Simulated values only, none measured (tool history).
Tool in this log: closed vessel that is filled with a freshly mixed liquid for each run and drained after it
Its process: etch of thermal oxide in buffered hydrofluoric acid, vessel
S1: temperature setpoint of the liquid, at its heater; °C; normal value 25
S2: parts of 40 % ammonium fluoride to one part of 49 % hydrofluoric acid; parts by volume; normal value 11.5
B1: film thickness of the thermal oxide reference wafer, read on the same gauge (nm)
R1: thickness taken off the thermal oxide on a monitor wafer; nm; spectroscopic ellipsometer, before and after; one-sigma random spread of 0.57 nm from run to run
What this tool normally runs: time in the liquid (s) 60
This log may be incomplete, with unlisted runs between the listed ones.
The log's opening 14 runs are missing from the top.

-- hour=421.3 hydrofluoric acid flow meter replaced
run 15 hour=427.7 | S1=25 S2=11.5 time_in_the_liquid_(s)=60 | B1=100 | R1=62.26
run 16 hour=456.4 | S1=29.5 S2=10 time_in_the_liquid_(s)=60 | B1=99.99 | R1=90.8
run 17 hour=489.2 | S1=25 S2=7.5 time_in_the_liquid_(s)=60 | B1=100 | R1=93.13
run 18 hour=508.4 | S1=29.5 S2=11.5 time_in_the_liquid_(s)=90 | B1=100 | R1=119.24
run 19 hour=533.9 | S1=22.5 S2=15 time_in_the_liquid_(s)=50 | B1=100 | R1=34.77
-- hour=536.7 thermometer replaced
run 20 hour=593.3 | S1=25 S2=11.5 time_in_the_liquid_(s)=60 | B1=100.03 | R1=62.18
run 21 hour=618.3 | S1=25 S2=15 time_in_the_liquid_(s)=85 | B1=99.99 | R1=67.88
run 22 hour=638.2 | S1=25 S2=11.5 time_in_the_liquid_(s)=60 | B1=100 | R1=62.05
run 23 hour=671.7 | S1=20 S2=14 time_in_the_liquid_(s)=60 | B1=100.01 | R1=38.79
run 24 hour=703.4 | S1=25 S2=11.5 time_in_the_liquid_(s)=60 | B1=99.99 | R1=62.14
run 25 hour=730.8 | S1=30 S2=11.5 time_in_the_liquid_(s)=85 | B1=100.01 | R1=116.92
run 26 hour=760.1 | S1=25 S2=11.5 time_in_the_liquid_(s)=30 | B1=100 | R1=31.15
run 27 hour=782.7 | S1=25 S2=11.5 time_in_the_liquid_(s)=60 | B1=100 | R1=61.36
run 28 hour=816.3 | S1=20.5 S2=11.5 time_in_the_liquid_(s)=60 | B1=99.98 | R1=48.88
run 29 hour=847.8 | S1=25 S2=8 time_in_the_liquid_(s)=60 | B1=100 | R1=84.74
run 30 hour=887.4 | S1=25 S2=11.5 time_in_the_liquid_(s)=60 | B1=100 | R1=61.89
run 31 hour=907.1 | S1=25 S2=13.5 time_in_the_liquid_(s)=60 | B1=100 | R1=51.52
run 32 hour=941.3 | S1=25 S2=15.5 time_in_the_liquid_(s)=30 | B1=100.01 | R1=22.66

Branching from run 32: 5 alternative next runs. What would each branch give?
run A hour=942 | S1=25 S2=11.5 time_in_the_liquid_(s)=85 | B1=? | R1=?
run B hour=942 | S1=21 S2=10 time_in_the_liquid_(s)=60 | B1=? | R1=?
run C hour=942 | S1=27 S2=9.5 time_in_the_liquid_(s)=70 | B1=? | R1=?
run D hour=942 | S1=25 S2=14 time_in_the_liquid_(s)=60 | B1=? | R1=?
run E hour=942 | S1=23 S2=11.5 time_in_the_liquid_(s)=35 | B1=? | R1=?

run=A B1=99.99 R1=86.34
run=B B1=99.99 R1=56.07
run=C B1=99.99 R1=94.76
run=D B1=99.99 R1=50.26
run=E B1=99.99 R1=31.88
Had the tool no hidden state, the same runs would have come out as:
run=A R1=89.11
run=B R1=57.87
run=C R1=96.71
run=D R1=51.89
run=E R1=32.9
